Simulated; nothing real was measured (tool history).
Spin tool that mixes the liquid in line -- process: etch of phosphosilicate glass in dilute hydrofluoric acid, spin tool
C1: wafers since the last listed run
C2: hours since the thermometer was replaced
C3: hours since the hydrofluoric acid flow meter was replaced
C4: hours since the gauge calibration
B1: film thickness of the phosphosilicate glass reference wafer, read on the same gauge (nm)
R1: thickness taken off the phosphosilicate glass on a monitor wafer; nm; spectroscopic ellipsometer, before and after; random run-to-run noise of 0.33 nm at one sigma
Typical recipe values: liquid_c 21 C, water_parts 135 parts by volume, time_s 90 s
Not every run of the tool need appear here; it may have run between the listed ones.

run 1 hour=0 | liquid_c=21 water_parts=135 time_s=90 | C1=0 C2=280 C3=121.5 C4=1225.5 | B1=47.85 | R1=51.94
run 2 hour=62.6 | liquid_c=18 water_parts=135 time_s=90 | C1=455 C2=342.6 C3=184.1 C4=1288.1 | B1=47.79 | R1=46
run 3 hour=165.9 | liquid_c=21 water_parts=135 time_s=90 | C1=752 C2=445.9 C3=287.4 C4=1391.4 | B1=47.75 | R1=51.7
run 4 hour=269.6 | liquid_c=21 water_parts=135 time_s=90 | C1=755 C2=549.6 C3=391.1 C4=1495.1 | B1=47.6 | R1=52.18
run 5 hour=310 | liquid_c=21 water_parts=185 time_s=90 | C1=294 C2=590 C3=431.5 C4=1535.5 | B1=47.57 | R1=35.82
run 6 hour=377.3 | liquid_c=21 water_parts=135 time_s=90 | C1=490 C2=657.3 C3=498.8 C4=1602.8 | B1=47.53 | R1=52.23
run 7 hour=442.4 | liquid_c=21 water_parts=135 time_s=90 | C1=474 C2=722.4 C3=563.9 C4=1667.9 | B1=47.44 | R1=51.23
run 8 hour=525 | liquid_c=21 water_parts=135 time_s=90 | C1=601 C2=805 C3=646.5 C4=1750.5 | B1=47.45 | R1=51.32
-- hour=564.6 thermometer replaced
run 9 hour=788 | liquid_c=21 water_parts=135 time_s=70 | C1=1908 C2=223.4 C3=909.5 C4=2013.5 | B1=47.24 | R1=39.84
run 10 hour=1036.6 | liquid_c=21 water_parts=135 time_s=70 | C1=1810 C2=472 C3=1158.1 C4=2262.1 | B1=47.13 | R1=39.86
run 11 hour=1147.8 | liquid_c=21 water_parts=135 time_s=90 | C1=809 C2=583.2 C3=1269.3 C4=2373.3 | B1=47.09 | R1=51.52
run 12 hour=1205.7 | liquid_c=21 water_parts=135 time_s=90 | C1=421 C2=641.1 C3=1327.2 C4=2431.2 | B1=47.04 | R1=50.75
-- hour=1324.4 thermometer replaced
run 13 hour=1371.3 | liquid_c=24.5 water_parts=135 time_s=110 | C1=1198 C2=46.9 C3=1492.8 C4=2596.8 | B1=47.02 | R1=71.57
run 14 hour=1475.3 | liquid_c=21 water_parts=135 time_s=90 | C1=757 C2=150.9 C3=1596.8 C4=2700.8 | B1=47.02 | R1=51
run 15 hour=1511.5 | liquid_c=21 water_parts=135 time_s=90 | C1=263 C2=187.1 C3=1633 C4=2737 | B1=46.98 | R1=51.46
run 16 hour=1570.5 | liquid_c=21 water_parts=135 time_s=90 | C1=429 C2=246.1 C3=1692 C4=2796 | B1=46.94 | R1=51.11
-- hour=1622.3 hydrofluoric acid flow meter replaced
run 17 hour=1622.8 | liquid_c=21 water_parts=155 time_s=50 | C1=373 C2=298.4 C3=0.5 C4=2848.3 | B1=46.97 | R1=24.19
run 18 hour=1666.5 | liquid_c=17.5 water_parts=135 time_s=90 | C1=318 C2=342.1 C3=44.2 C4=2892 | B1=46.91 | R1=44.6
run 19 hour=1764.8 | liquid_c=21 water_parts=135 time_s=140 | C1=715 C2=440.4 C3=142.5 C4=2990.3 | B1=46.93 | R1=79.89
-- hour=1817.4 gauge calibrated
run 20 hour=1870.3 | liquid_c=21 water_parts=135 time_s=90 | C1=768 C2=545.9 C3=248 C4=52.9 | B1=50.13 | R1=54.5
run 21 hour=1961.9 | liquid_c=21 water_parts=180 time_s=90 | C1=667 C2=637.5 C3=339.6 C4=144.5 | B1=49.86 | R1=38.67
run 22 hour=2002.7 | liquid_c=19.5 water_parts=160 time_s=140 | C1=297 C2=678.3 C3=380.4 C4=185.3 | B1=49.76 | R1=65.27
run 23 hour=2046.3 | liquid_c=23.5 water_parts=135 time_s=90 | C1=317 C2=721.9 C3=424 C4=228.9 | B1=49.65 | R1=59.62
-- hour=2052.3 thermometer replaced
run 24 hour=2112.7 | liquid_c=21 water_parts=135 time_s=130 | C1=476 C2=60.4 C3=490.4 C4=295.3 | B1=49.5 | R1=78.45
run 25 hour=2174.2 | liquid_c=21 water_parts=185 time_s=90 | C1=447 C2=121.9 C3=551.9 C4=356.8 | B1=49.38 | R1=36.87
run 26 hour=2219.7 | liquid_c=21 water_parts=110 time_s=90 | C1=331 C2=167.4 C3=597.4 C4=402.3 | B1=49.33 | R1=67.64
run 27 hour=2312.3 | liquid_c=18.5 water_parts=135 time_s=90 | C1=674 C2=260 C3=690 C4=494.9 | B1=49.11 | R1=48.39
run 28 hour=2391.5 | liquid_c=19.5 water_parts=155 time_s=65 | C1=576 C2=339.2 C3=769.2 C4=574.1 | B1=49 | R1=30.89
run 29 hour=2461.1 | liquid_c=23 water_parts=110 time_s=90 | C1=506 C2=408.8 C3=838.8 C4=643.7 | B1=48.83 | R1=72.89
run 30 hour=2534.9 | liquid_c=25 water_parts=135 time_s=115 | C1=537 C2=482.6 C3=912.6 C4=717.5 | B1=48.7 | R1=78.81
run 31 hour=2629.2 | liquid_c=17 water_parts=135 time_s=90 | C1=686 C2=576.9 C3=1006.9 C4=811.8 | B1=48.57 | R1=44.54

How the hidden state differs across the entries between the runs, from the last listed run before each to the first after it:
Runs 8 to 9: thermometer replaced (hour 564.6)
  gauge reads high (%): -5.17 -> -5.49
  what was measured, less what the result would be without the hidden state, R1: -2.81 -> -2.31 nm
Runs 12 to 13: thermometer replaced (hour 1324.4)
  gauge reads high (%): -5.86 -> -5.98
  what was measured, less what the result would be without the hidden state, R1: -3.16 -> -4.55 nm
Runs 16 to 17: hydrofluoric acid flow meter replaced (hour 1622.3)
  gauge reads high (%): -6.1 -> -6.13
  what was measured, less what the result would be without the hidden state, R1: -3.32 -> -1.58 nm
Runs 19 to 20: gauge calibrated (hour 1817.4)
  gauge reads high (%): -6.2 -> 0.251
  what was measured, less what the result would be without the hidden state, R1: -5.29 -> +0.13 nm
Runs 23 to 24: thermometer replaced (hour 2052.3)
  gauge reads high (%): -0.659 -> -0.968
  what was measured, less what the result would be without the hidden state, R1: -0.4 -> -0.77 nm

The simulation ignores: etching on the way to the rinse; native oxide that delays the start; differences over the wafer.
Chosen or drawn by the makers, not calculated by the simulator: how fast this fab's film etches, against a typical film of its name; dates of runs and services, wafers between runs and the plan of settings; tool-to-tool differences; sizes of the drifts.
